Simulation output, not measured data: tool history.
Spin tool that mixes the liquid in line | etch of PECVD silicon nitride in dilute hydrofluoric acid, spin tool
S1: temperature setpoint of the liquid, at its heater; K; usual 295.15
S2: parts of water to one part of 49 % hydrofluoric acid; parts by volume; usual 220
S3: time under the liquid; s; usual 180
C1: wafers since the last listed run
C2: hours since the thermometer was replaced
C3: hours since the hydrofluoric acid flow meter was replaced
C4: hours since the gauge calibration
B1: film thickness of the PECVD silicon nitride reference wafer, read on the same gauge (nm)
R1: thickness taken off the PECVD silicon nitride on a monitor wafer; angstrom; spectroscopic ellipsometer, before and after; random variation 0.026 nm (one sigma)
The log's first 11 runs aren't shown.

-- hour=264.8 gauge calibrated
run 12 hour=265.4 | S1=295.15 S2=220 S3=180 | C1=185 C2=1894.2 C3=674.8 C4=0.6 | B1=119.991 | R1=12.33
run 13 hour=277.8 | S1=295.15 S2=220 S3=180 | C1=98 C2=1906.6 C3=687.2 C4=13 | B1=120.016 | R1=12.51
run 14 hour=310 | S1=295.15 S2=220 S3=180 | C1=255 C2=1938.8 C3=719.4 C4=45.2 | B1=120.003 | R1=11.89
-- hour=313.8 thermometer replaced
run 15 hour=327.7 | S1=298.15 S2=120 S3=105 | C1=132 C2=13.9 C3=737.1 C4=62.9 | B1=119.996 | R1=15.94
run 16 hour=342.1 | S1=290.65 S2=315 S3=90 | C1=114 C2=28.3 C3=751.5 C4=77.3 | B1=119.975 | R1=3.24
run 17 hour=372.8 | S1=290.65 S2=220 S3=180 | C1=244 C2=59 C3=782.2 C4=108 | B1=120.003 | R1=9.15
run 18 hour=393 | S1=298.15 S2=285 S3=240 | C1=160 C2=79.2 C3=802.4 C4=128.2 | B1=120.042 | R1=15.41
run 19 hour=417.5 | S1=295.15 S2=220 S3=180 | C1=194 C2=103.7 C3=826.9 C4=152.7 | B1=120.029 | R1=12.51
run 20 hour=440.1 | S1=297.65 S2=150 S3=230 | C1=179 C2=126.3 C3=849.5 C4=175.3 | B1=120.005 | R1=27.64
run 21 hour=453.1 | S1=298.65 S2=280 S3=125 | C1=103 C2=139.3 C3=862.5 C4=188.3 | B1=120.024 | R1=8.33
run 22 hour=480.7 | S1=295.15 S2=220 S3=180 | C1=219 C2=166.9 C3=890.1 C4=215.9 | B1=120.011 | R1=12.74
run 23 hour=494.8 | S1=300.15 S2=140 S3=255 | C1=112 C2=181 C3=904.2 C4=230 | B1=120 | R1=39.61

Forecast run 24:
-- hour=512.4 hydrofluoric acid flow meter replaced
run 24 hour=578 | S1=299.65 S2=275 S3=100 | C1=653 C2=264.2 C3=65.6 C4=313.2 | B1=? | R1=?

{"run 24": {"B1": 120.012, "R1": 7.59}}
Without the tool's hidden state the same run would have given R1 6.59 angstrom.
